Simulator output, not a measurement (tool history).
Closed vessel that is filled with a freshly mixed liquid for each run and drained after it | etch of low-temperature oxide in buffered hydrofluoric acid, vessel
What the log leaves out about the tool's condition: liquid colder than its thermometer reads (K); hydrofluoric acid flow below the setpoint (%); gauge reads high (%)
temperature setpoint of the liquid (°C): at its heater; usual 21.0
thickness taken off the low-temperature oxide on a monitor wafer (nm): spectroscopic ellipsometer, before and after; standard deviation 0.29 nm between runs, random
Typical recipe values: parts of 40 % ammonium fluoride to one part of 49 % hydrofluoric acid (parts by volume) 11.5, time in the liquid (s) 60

run	hour	temperature setpoint of the liquid (°C)	parts of 40 % ammonium fluoride to one part of 49 % hydrofluoric acid (parts by volume)	time in the liquid (s)	wafers since the last listed run	hours since the thermometer was replaced	hours since the hydrofluoric acid flow meter was replaced	hours since the gauge calibration	read-back film thickness of the low-temperature oxide reference wafer, read on the same gauge (nm)	thickness taken off the low-temperature oxide on a monitor wafer (nm)
1	0.0	21.0	11.5	60	0	1437.3	678.0	150.8	129.99	86.70
2	12.5	21.0	11.5	60	1559	1449.8	690.5	163.3	129.99	86.55
3	26.0	21.0	11.5	60	1684	1463.3	704.0	176.8	130.00	87.02
4	35.2	21.0	11.5	60	1147	1472.5	713.2	186.0	129.99	86.84
# hour 51.0: gauge calibrated
5	51.8	21.0	11.5	60	2071	1489.1	729.8	0.8	130.00	86.35
6	63.1	21.0	11.5	60	1409	1500.4	741.1	12.1	129.99	86.00
7	78.8	21.0	11.5	60	1958	1516.1	756.8	27.8	129.97	86.19
8	90.6	21.0	11.5	60	1472	1527.9	768.6	39.6	130.01	85.83
9	97.7	24.5	11.5	60	885	1535.0	775.7	46.7	130.00	104.49
10	110.8	24.5	11.5	60	1634	1548.1	788.8	59.8	130.03	104.66
# hour 113.4: thermometer replaced
11	163.5	21.0	11.5	60	6450	50.1	841.5	112.5	130.03	85.91
12	174.1	21.0	11.5	60	1322	60.7	852.1	123.1	130.01	85.85
13	183.4	21.0	13.5	60	1160	70.0	861.4	132.4	130.00	73.37
14	201.3	21.0	13.5	60	2233	87.9	879.3	150.3	129.99	73.06
15	216.1	21.0	7.0	35	1846	102.7	894.1	165.1	129.98	79.65
# hour 220.2: hydrofluoric acid flow meter replaced
16	231.4	21.0	7.0	35	1784	118.0	11.2	180.4	130.01	85.10
17	239.3	21.0	11.5	85	985	125.9	19.1	188.3	130.01	129.00
18	253.8	21.0	11.5	60	1809	140.4	33.6	202.8	130.00	90.50
# hour 254.3: gauge calibrated
19	264.3	21.0	11.5	40	1310	150.9	44.1	10.0	129.98	60.44
20	270.5	23.0	13.0	60	773	157.1	50.3	16.2	130.00	89.41
21	282.4	21.0	11.5	60	1484	169.0	62.2	28.1	130.00	90.77
22	293.8	21.0	15.5	75	1422	180.4	73.6	39.5	130.00	84.33
23	301.1	18.0	8.0	45	910	187.7	80.9	46.8	130.00	79.96
24	314.1	19.5	11.5	30	1622	200.7	93.9	59.8	129.98	41.42
25	324.6	21.0	11.5	60	1310	211.2	104.4	70.3	129.98	90.52
26	334.0	21.0	11.5	60	1172	220.6	113.8	79.7	130.00	90.20
27	344.9	26.0	9.0	90	1359	231.5	124.7	90.6	129.99	218.28
28	358.7	21.0	7.0	30	1721	245.3	138.5	104.4	130.01	72.05

Predict each of these 3 candidate next runs independently; none follows another, all start after run 28:
A	359.4	21.0	11.5	80	87	246.0	139.2	105.1	?	?
B	359.4	25.0	11.5	30	87	246.0	139.2	105.1	?	?
C	359.4	18.0	7.5	35	87	246.0	139.2	105.1	?	?

run	read-back film thickness of the low-temperature oxide reference wafer, read on the same gauge (nm)	thickness taken off the low-temperature oxide on a monitor wafer (nm)
A	129.97	119.39
B	129.97	55.77
C	129.97	65.74
Take away the tool's hidden state, keep each run's random variation, and the runs would have read:
run	thickness taken off the low-temperature oxide on a monitor wafer (nm)
A	121.39
B	56.70
C	66.97

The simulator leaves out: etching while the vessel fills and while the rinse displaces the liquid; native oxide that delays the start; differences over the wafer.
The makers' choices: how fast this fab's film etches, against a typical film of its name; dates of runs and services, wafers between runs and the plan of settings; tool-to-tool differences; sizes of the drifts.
